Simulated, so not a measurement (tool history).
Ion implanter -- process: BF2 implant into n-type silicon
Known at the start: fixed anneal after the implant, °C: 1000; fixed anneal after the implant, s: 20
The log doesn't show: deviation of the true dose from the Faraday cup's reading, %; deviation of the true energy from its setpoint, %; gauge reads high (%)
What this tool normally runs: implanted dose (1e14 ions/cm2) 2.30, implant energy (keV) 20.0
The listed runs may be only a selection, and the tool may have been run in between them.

run     day  implanted dose (1e14 ions/cm2)  implant energy (keV)  wafers since the last listed run  hours since the last dose calibration  hours since the extraction supply was calibrated  hours since the gauge calibration  read-back reference wafer on the same gauge, sheet resistance  sheet resistance of the implanted and annealed layer (ohm/square)
  1   0.000                            2.30                  20.0                                 0                                 1565.0                                            3117.3                               37.7                                                         537.30                                                             530.58
  2   0.817                            2.30                  20.0                               340                                 1584.6                                            3136.9                               57.3                                                         536.76                                                             529.70
  3   1.804                            2.30                  20.0                               411                                 1608.3                                            3160.6                               81.0                                                         537.46                                                             529.52
  4   2.617                            2.30                  20.0                               338                                 1627.8                                            3180.1                              100.5                                                         536.67                                                             531.41
  5   3.625                            2.84                  20.0                               420                                 1652.0                                            3204.3                              124.7                                                         537.22                                                             444.00
  6   4.588                            2.30                  20.0                               400                                 1675.1                                            3227.4                              147.8                                                         536.84                                                             532.53
  7   5.500                            2.30                  20.0                               380                                 1697.0                                            3249.3                              169.7                                                         536.96                                                             532.84
  8   6.275                            2.30                  25.0                               322                                 1715.6                                            3267.9                              188.3                                                         537.01                                                             523.59
      7.488  -- extraction supply calibrated
  9   7.804                            2.54                  25.5                               498                                 1752.3                                               7.6                              225.0                                                         537.18                                                             480.80
 10   8.646                            2.30                  20.0                               350                                 1772.5                                              27.8                              245.2                                                         536.97                                                             534.32
      9.871  -- gauge calibrated
 11   9.896                            2.02                  26.0                               520                                 1802.5                                              57.8                                0.6                                                         536.89                                                             582.52
 12  10.621                            1.74                  15.0                               302                                 1819.9                                              75.2                               18.0                                                         536.88                                                             703.56
     11.267  -- Faraday cup replaced and dose calibrated
 13  11.288                            2.30                  20.0                               138                                    0.5                                              91.2                               34.0                                                         536.93                                                             510.28
 14  12.621                            2.30                  13.5                               555                                   32.5                                             123.2                               66.0                                                         536.86                                                             534.86
 15  13.817                            2.30                  20.0                               498                                   61.2                                             151.9                               94.7                                                         536.85                                                             509.84
 16  15.254                            2.91                  22.0                               598                                   95.7                                             186.4                              129.2                                                         536.49                                                             416.02

Below are 4 alternative next runs, each starting from the tool's condition after run 16. Predict each:
  A  15.271                            2.30                  20.0                                 6                                   96.1                                             186.8                              129.6                                                              ?                                                                  ?
  B  15.271                            2.75                  14.5                                 6                                   96.1                                             186.8                              129.6                                                              ?                                                                  ?
  C  15.271                            2.11                  22.5                                 6                                   96.1                                             186.8                              129.6                                                              ?                                                                  ?
  D  15.271                            1.99                  22.5                                 6                                   96.1                                             186.8                              129.6                                                              ?                                                                  ?

run  read-back reference wafer on the same gauge, sheet resistance  sheet resistance of the implanted and annealed layer (ohm/square)
  A                                                         536.94                                                             510.05
  B                                                         536.94                                                             457.26
  C                                                         536.94                                                             543.38
  D                                                         536.94                                                             571.26
The same runs, with their run-to-run variation unchanged, on a tool lacking any hidden condition would have given:
run  sheet resistance of the implanted and annealed layer (ohm/square)
  A                                                             511.65
  B                                                             458.60
  C                                                             545.09
  D                                                             573.06

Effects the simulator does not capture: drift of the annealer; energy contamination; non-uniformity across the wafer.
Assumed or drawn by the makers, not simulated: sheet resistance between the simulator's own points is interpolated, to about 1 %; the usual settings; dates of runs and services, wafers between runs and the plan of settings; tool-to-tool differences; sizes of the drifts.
